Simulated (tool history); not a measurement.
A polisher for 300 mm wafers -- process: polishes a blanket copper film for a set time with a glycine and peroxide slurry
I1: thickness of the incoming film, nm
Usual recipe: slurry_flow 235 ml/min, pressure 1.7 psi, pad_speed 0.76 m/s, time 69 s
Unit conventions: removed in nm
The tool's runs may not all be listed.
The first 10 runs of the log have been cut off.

{"run": 11, "hour": 718.7, "slurry_flow": 235, "pressure": 1.7, "pad_speed": 0.76, "time": 69, "I1": 943.3, "removed": 247.9}
{"hour": 754.8, "done": "head pressure recalibrated"}
{"run": 12, "hour": 812.2, "slurry_flow": 280, "pressure": 1.7, "pad_speed": 0.76, "time": 69, "I1": 942.3, "removed": 254.3}
{"run": 13, "hour": 883.8, "slurry_flow": 210, "pressure": 1.7, "pad_speed": 0.76, "time": 69, "I1": 938.7, "removed": 242.9}
{"run": 14, "hour": 947.0, "slurry_flow": 210, "pressure": 1.7, "pad_speed": 0.76, "time": 69, "I1": 934.8, "removed": 243.6}
{"hour": 962.6, "done": "worn pad replaced by a new one"}
{"run": 15, "hour": 1023.6, "slurry_flow": 210, "pressure": 1.7, "pad_speed": 0.76, "time": 69, "I1": 944.6, "removed": 246.2}
{"run": 16, "hour": 1064.5, "slurry_flow": 235, "pressure": 1.7, "pad_speed": 0.76, "time": 69, "I1": 938.7, "removed": 245.3}
{"run": 17, "hour": 1116.6, "slurry_flow": 310, "pressure": 1.7, "pad_speed": 0.76, "time": 76, "I1": 940.1, "removed": 281.5}
{"run": 18, "hour": 1217.6, "slurry_flow": 235, "pressure": 1.7, "pad_speed": 0.76, "time": 69, "I1": 936.2, "removed": 243.1}
{"hour": 1232.6, "done": "slurry nozzle cleaned"}
{"run": 19, "hour": 1273.5, "slurry_flow": 235, "pressure": 1.7, "pad_speed": 0.76, "time": 69, "I1": 948.5, "removed": 247.1}
{"run": 20, "hour": 1311.5, "slurry_flow": 235, "pressure": 1.7, "pad_speed": 1.02, "time": 69, "I1": 936.1, "removed": 299.5}
{"run": 21, "hour": 1351.4, "slurry_flow": 210, "pressure": 1.7, "pad_speed": 0.76, "time": 69, "I1": 939.9, "removed": 239.4}
{"hour": 1443.6, "done": "worn pad replaced by a new one"}
{"run": 22, "hour": 1446.4, "slurry_flow": 200, "pressure": 1.7, "pad_speed": 0.88, "time": 86, "I1": 933.9, "removed": 331.0}
{"run": 23, "hour": 1553.4, "slurry_flow": 270, "pressure": 1.7, "pad_speed": 0.76, "time": 69, "I1": 947.9, "removed": 249.5}
{"run": 24, "hour": 1736.3, "slurry_flow": 235, "pressure": 2.1, "pad_speed": 0.76, "time": 69, "I1": 944.1, "removed": 282.9}
{"hour": 1741.8, "done": "head pressure recalibrated"}
{"run": 25, "hour": 1816.2, "slurry_flow": 285, "pressure": 1.7, "pad_speed": 0.76, "time": 69, "I1": 946.6, "removed": 250.8}
{"hour": 1895.4, "done": "worn pad replaced by a new one"}
{"run": 26, "hour": 1900.0, "slurry_flow": 190, "pressure": 2.2, "pad_speed": 0.76, "time": 58, "I1": 944.9, "removed": 242.2}
{"run": 27, "hour": 2006.0, "slurry_flow": 190, "pressure": 1.4, "pad_speed": 0.76, "time": 53, "I1": 954.9, "removed": 160.5}
{"run": 28, "hour": 2079.7, "slurry_flow": 290, "pressure": 1.1, "pad_speed": 0.86, "time": 49, "I1": 948.3, "removed": 144.7}
{"hour": 2117.5, "done": "slurry nozzle cleaned"}
{"run": 29, "hour": 2128.4, "slurry_flow": 200, "pressure": 1.2, "pad_speed": 1.0, "time": 69, "I1": 957.9, "removed": 228.3}
{"run": 30, "hour": 2305.0, "slurry_flow": 235, "pressure": 1.7, "pad_speed": 0.76, "time": 91, "I1": 953.3, "removed": 324.7}
{"run": 31, "hour": 2408.1, "slurry_flow": 190, "pressure": 1.4, "pad_speed": 0.76, "time": 53, "I1": 939.7, "removed": 157.4}
{"hour": 2416.9, "done": "worn pad replaced by a new one"}
{"run": 32, "hour": 2489.3, "slurry_flow": 235, "pressure": 1.7, "pad_speed": 0.76, "time": 69, "I1": 939.4, "removed": 246.8}

Consider 4 possible next runs. They are alternatives, not a sequence: every one starts from the tool as it was left by run 32. What does each give?
{"run": "A", "hour": 2489.7, "slurry_flow": 235, "pressure": 1.7, "pad_speed": 0.76, "time": 69, "I1": 938.6, "removed": "?"}
{"run": "B", "hour": 2489.7, "slurry_flow": 235, "pressure": 1.7, "pad_speed": 0.76, "time": 54, "I1": 938.6, "removed": "?"}
{"run": "C", "hour": 2489.7, "slurry_flow": 165, "pressure": 1.7, "pad_speed": 0.76, "time": 69, "I1": 938.6, "removed": "?"}
{"run": "D", "hour": 2489.7, "slurry_flow": 210, "pressure": 1.9, "pad_speed": 0.76, "time": 83, "I1": 938.6, "removed": "?"}

run=A removed=244.3
run=B removed=191.2
run=C removed=231.2
run=D removed=312.8
Stripped of hidden state, with their random variation kept, the same runs would have yielded:
run=A removed=244.3
run=B removed=191.2
run=C removed=231.2
run=D removed=312.8
